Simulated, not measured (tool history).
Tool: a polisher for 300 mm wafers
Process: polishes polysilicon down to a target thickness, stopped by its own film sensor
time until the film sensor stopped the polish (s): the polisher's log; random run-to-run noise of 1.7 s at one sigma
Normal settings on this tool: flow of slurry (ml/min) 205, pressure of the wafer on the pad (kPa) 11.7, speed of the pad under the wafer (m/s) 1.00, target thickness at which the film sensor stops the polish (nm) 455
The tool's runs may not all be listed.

run,hour,flow of slurry (ml/min),pressure of the wafer on the pad (kPa),speed of the pad under the wafer (m/s),target thickness at which the film sensor stops the polish (nm),wafers since the last listed run,wafers polished on this pad,hours since the slurry nozzle was cleaned,hours since the head pressure was calibrated,"incoming thickness of the incoming film, nm",time until the film sensor stopped the polish (s)
1,0.0,205,11.7,1.00,455,0,946,422.6,910.2,789.0,93.1
# hour 10.3: worn pad replaced by a new one
2,35.4,205,11.7,1.20,455,423,339,458.0,945.6,782.2,71.3
3,46.6,205,11.7,1.20,455,151,490,469.2,956.8,777.4,73.1
4,61.5,205,11.7,1.20,455,201,691,484.1,971.7,792.5,74.3
5,74.8,250,11.7,1.00,455,179,870,497.4,985.0,805.4,93.5
6,82.3,250,11.7,1.00,455,101,971,504.9,992.5,788.1,89.1
# hour 91.8: worn pad replaced by a new one
7,99.6,205,11.7,0.84,455,179,105,522.2,1009.8,797.8,104.1
8,111.1,205,11.7,0.84,455,155,260,533.7,1021.3,779.9,99.3
9,121.9,205,10.3,1.00,455,145,406,544.5,1032.1,783.4,93.9
10,133.0,205,10.3,1.00,455,149,556,555.6,1043.2,783.5,95.0
11,146.3,205,10.3,1.00,455,179,735,568.9,1056.5,789.2,98.3
12,158.4,205,13.8,1.00,455,163,898,581.0,1068.6,782.7,82.1
# hour 171.9: worn pad replaced by a new one
13,172.4,205,13.8,1.00,455,134,6,595.0,1082.6,786.9,77.3
14,183.8,205,11.7,1.00,455,153,160,606.4,1094.0,791.4,88.2
15,195.1,205,15.2,1.00,455,152,312,617.7,1105.3,790.6,74.7
# hour 202.7: head pressure recalibrated
16,208.8,205,15.2,1.00,455,157,470,631.4,6.1,781.6,74.3
17,225.2,205,11.7,1.24,370,221,691,647.8,22.5,784.7,89.1
18,238.9,205,11.7,1.24,370,184,876,661.5,36.2,797.8,95.0
19,245.8,205,11.7,1.20,506,93,969,668.4,43.1,796.1,68.8
20,253.1,205,11.7,1.00,571,98,1068,675.7,50.4,784.3,59.4
21,266.7,270,8.3,1.00,455,183,1252,689.3,64.0,800.5,113.6
# hour 275.4: worn pad replaced by a new one
22,278.6,205,11.7,1.00,455,106,43,701.2,75.9,781.6,85.4
23,287.6,205,11.7,0.84,455,121,164,710.2,84.9,786.1,102.2
24,299.7,205,11.7,1.00,455,163,328,722.3,97.0,790.9,88.1
25,316.0,205,11.7,0.84,455,219,548,738.6,113.3,784.3,105.9
26,331.2,205,13.1,0.86,455,205,753,753.8,128.5,780.9,95.4
# hour 333.2: slurry nozzle cleaned
27,346.4,205,8.3,1.00,455,191,944,13.2,143.7,788.1,110.6
# hour 359.7: worn pad replaced by a new one
28,361.2,155,15.2,1.18,507,145,20,28.0,158.5,787.3,53.8
29,375.2,205,13.8,0.88,455,188,209,42.0,172.5,795.4,89.3
30,390.4,175,10.3,1.10,498,205,414,57.2,187.7,789.9,76.8
31,401.1,205,10.3,1.00,530,144,558,67.9,198.4,797.8,75.4
32,418.5,205,11.7,1.12,346,234,793,85.3,215.8,804.6,112.7
33,427.9,255,8.3,0.70,455,126,920,94.7,225.2,792.5,155.6
34,434.6,205,13.1,1.00,455,90,1010,101.4,231.9,778.0,84.6
# hour 450.5: worn pad replaced by a new one
35,452.1,230,11.7,0.64,455,182,21,118.9,249.4,789.6,132.1
36,458.1,205,11.7,1.00,455,80,102,124.9,255.4,780.6,86.8

4 options for the next run, each taken on its own from the tool as it stands now. Forecast them:
A,458.5,205,11.7,1.00,455,5,107,125.3,255.8,788.3,?
B,458.5,205,10.3,1.00,396,5,107,125.3,255.8,788.3,?
C,458.5,205,11.7,0.72,455,5,107,125.3,255.8,788.3,?
D,458.5,205,10.3,0.68,353,5,107,125.3,255.8,788.3,?

run,time until the film sensor stopped the polish (s)
A,85.8
B,108.6
C,119.1
D,177.2
The same runs, with their run-to-run variation unchanged, on a tool lacking any hidden condition would have given:
run,time until the film sensor stopped the polish (s)
A,83.5
B,105.8
C,116.0
D,172.6

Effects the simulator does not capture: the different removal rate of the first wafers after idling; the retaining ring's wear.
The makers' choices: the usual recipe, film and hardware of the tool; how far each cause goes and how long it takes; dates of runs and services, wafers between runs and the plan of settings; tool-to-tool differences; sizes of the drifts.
